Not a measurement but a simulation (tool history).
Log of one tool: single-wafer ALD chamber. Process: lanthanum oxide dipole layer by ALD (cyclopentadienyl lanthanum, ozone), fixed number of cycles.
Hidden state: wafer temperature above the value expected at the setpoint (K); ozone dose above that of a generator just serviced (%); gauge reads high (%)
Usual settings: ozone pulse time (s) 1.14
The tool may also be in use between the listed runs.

| run | day | ozone pulse time (s) | wafers since the last listed run | hours since the last thermocouple change | hours since the last ozone generator service | hours since the showerhead was replaced | hours since the gauge calibration | read-back reference wafer on the same gauge, thickness_nm | mean film thickness on the monitor wafer (nm) |
|---|---|---|---|---|---|---|---|---|---|
| 1 | 0.000 | 1.14 | 0 | 958.4 | 1415.6 | 5250.8 | 219.9 | 0.482 | 0.474 |
| 2 | 1.150 | 1.14 | 360 | 986.0 | 1443.2 | 5278.4 | 247.5 | 0.482 | 0.472 |
| 3 | 1.896 | 1.14 | 233 | 1003.9 | 1461.1 | 5296.3 | 265.4 | 0.482 | 0.473 |
| 4 | 2.533 | 0.92 | 199 | 1019.2 | 1476.4 | 5311.6 | 280.7 | 0.482 | 0.420 |
| 5 | 3.100 | 0.92 | 177 | 1032.8 | 1490.0 | 5325.2 | 294.3 | 0.482 | 0.421 |
| 6 | 6.229 | 0.92 | 980 | 1107.9 | 1565.1 | 5400.3 | 369.4 | 0.482 | 0.422 |
| 7 | 7.371 | 1.14 | 357 | 1135.3 | 1592.5 | 5427.7 | 396.8 | 0.482 | 0.473 |
| 8 | 8.050 | 1.14 | 212 | 1151.6 | 1608.8 | 5444.0 | 413.1 | 0.482 | 0.473 |
| 9 | 11.896 | 1.14 | 1204 | 1243.9 | 1701.1 | 5536.3 | 505.4 | 0.482 | 0.470 |
| 10 | 12.633 | 1.14 | 230 | 1261.6 | 1718.8 | 5554.0 | 523.1 | 0.482 | 0.471 |
|  | 13.146 | thermocouple changed; heater temperature recalibrated |
|  | 16.396 | showerhead replaced |
| 11 | 16.717 | 1.14 | 1070 | 85.7 | 1816.8 | 7.7 | 621.1 | 0.482 | 0.473 |
| 12 | 18.033 | 1.14 | 412 | 117.3 | 1848.4 | 39.3 | 652.7 | 0.482 | 0.471 |
|  | 18.804 | gauge calibrated |
| 13 | 19.392 | 1.14 | 425 | 149.9 | 1881.0 | 71.9 | 14.1 | 0.482 | 0.469 |
| 14 | 20.508 | 0.84 | 349 | 176.7 | 1907.8 | 98.7 | 40.9 | 0.482 | 0.397 |
| 15 | 21.158 | 0.99 | 203 | 192.3 | 1923.4 | 114.3 | 56.5 | 0.482 | 0.438 |
| 16 | 24.650 | 1.14 | 1093 | 276.1 | 2007.2 | 198.1 | 140.3 | 0.482 | 0.470 |
| 17 | 25.817 | 1.30 | 365 | 304.1 | 2035.2 | 226.1 | 168.3 | 0.482 | 0.494 |
|  | 30.150 | ozone generator serviced |
| 18 | 30.171 | 1.45 | 1259 | 408.6 | 0.5 | 330.6 | 272.8 | 0.482 | 0.533 |
| 19 | 30.796 | 0.70 | 195 | 423.6 | 15.5 | 345.6 | 287.8 | 0.482 | 0.385 |
| 20 | 32.088 | 1.14 | 404 | 454.6 | 46.5 | 376.6 | 318.8 | 0.482 | 0.500 |
| 21 | 33.200 | 0.96 | 348 | 481.3 | 73.2 | 403.3 | 345.5 | 0.482 | 0.464 |
| 22 | 34.112 | 0.75 | 285 | 503.2 | 95.1 | 425.2 | 367.4 | 0.482 | 0.401 |
| 23 | 34.675 | 1.39 | 176 | 516.7 | 108.6 | 438.7 | 380.9 | 0.482 | 0.522 |
| 24 | 35.721 | 1.14 | 327 | 541.8 | 133.7 | 463.8 | 406.0 | 0.482 | 0.498 |
| 25 | 36.858 | 1.26 | 356 | 569.1 | 161.0 | 491.1 | 433.3 | 0.481 | 0.511 |
| 26 | 37.921 | 1.31 | 332 | 594.6 | 186.5 | 516.6 | 458.8 | 0.482 | 0.518 |
| 27 | 38.896 | 1.14 | 305 | 618.0 | 209.9 | 540.0 | 482.2 | 0.482 | 0.494 |
| 28 | 39.983 | 1.41 | 340 | 644.1 | 236.0 | 566.1 | 508.3 | 0.482 | 0.522 |
| 29 | 40.804 | 1.29 | 257 | 663.8 | 255.7 | 585.8 | 528.0 | 0.482 | 0.511 |

Forecast run 30:
| 30 | 41.679 | 0.68 | 274 | 684.8 | 276.7 | 606.8 | 549.0 | ? | ? |

Run 30 gave read-back reference wafer on the same gauge, thickness_nm 0.482, mean film thickness on the monitor wafer (nm) 0.361.
Without the tool's hidden state the same run would have given mean film thickness on the monitor wafer (nm) 0.377.
